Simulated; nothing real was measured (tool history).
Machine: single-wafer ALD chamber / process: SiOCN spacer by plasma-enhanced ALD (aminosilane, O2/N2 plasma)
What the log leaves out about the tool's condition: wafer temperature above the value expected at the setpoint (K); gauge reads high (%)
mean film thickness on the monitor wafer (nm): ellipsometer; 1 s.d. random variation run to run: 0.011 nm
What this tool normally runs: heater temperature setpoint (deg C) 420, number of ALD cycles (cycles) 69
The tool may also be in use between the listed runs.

run   hour  heater temperature setpoint (deg C)  number of ALD cycles (cycles)  wafers since the last listed run  hours since the last thermocouple change  hours since the gauge calibration  read-back reference wafer on the same gauge, thickness_nm  mean film thickness on the monitor wafer (nm)
  1      0                                  420                             75                                 0                                      1611                              796.6                                                       4.04                                           4.62
  2   63.4                                  420                             75                               345                                    1674.4                                860                                                      4.041                                          4.642
  3   99.4                                  420                             75                               195                                    1710.4                                896                                                      4.042                                          4.624
  4  147.4                                  420                             65                               261                                    1758.4                                944                                                       4.04                                          4.014
  5  218.6                                  420                             65                               387                                    1829.6                             1015.2                                                      4.041                                          4.023
  6    270                                  420                             69                               279                                      1881                             1066.6                                                       4.04                                          4.264
  7  335.9                                  420                             69                               358                                    1946.9                             1132.5                                                      4.041                                          4.262
  8  378.3                                  420                             69                               230                                    1989.3                             1174.9                                                      4.041                                          4.248
  9  448.1                                  420                             69                               379                                    2059.1                             1244.7                                                      4.039                                          4.258
 10  473.7                                  420                             69                               139                                    2084.7                             1270.3                                                      4.039                                          4.263
 11  503.1                                  408                             69                               160                                    2114.1                             1299.7                                                      4.039                                          4.446
 12  571.8                                  410                             58                               373                                    2182.8                             1368.4                                                       4.04                                          3.711

Run 13, settings as shown, results not yet in. Your forecast:
       618  -- gauge calibrated
 13  625.3                                  405                             78                               291                                    2236.3                                7.3                                                          ?                                              ?

read-back reference wafer on the same gauge, thickness_nm: 4.039
mean film thickness on the monitor wafer (nm): 5.074
If the tool had no hidden condition, the same run with the same run-to-run variation would have returned mean film thickness on the monitor wafer (nm) 5.03.

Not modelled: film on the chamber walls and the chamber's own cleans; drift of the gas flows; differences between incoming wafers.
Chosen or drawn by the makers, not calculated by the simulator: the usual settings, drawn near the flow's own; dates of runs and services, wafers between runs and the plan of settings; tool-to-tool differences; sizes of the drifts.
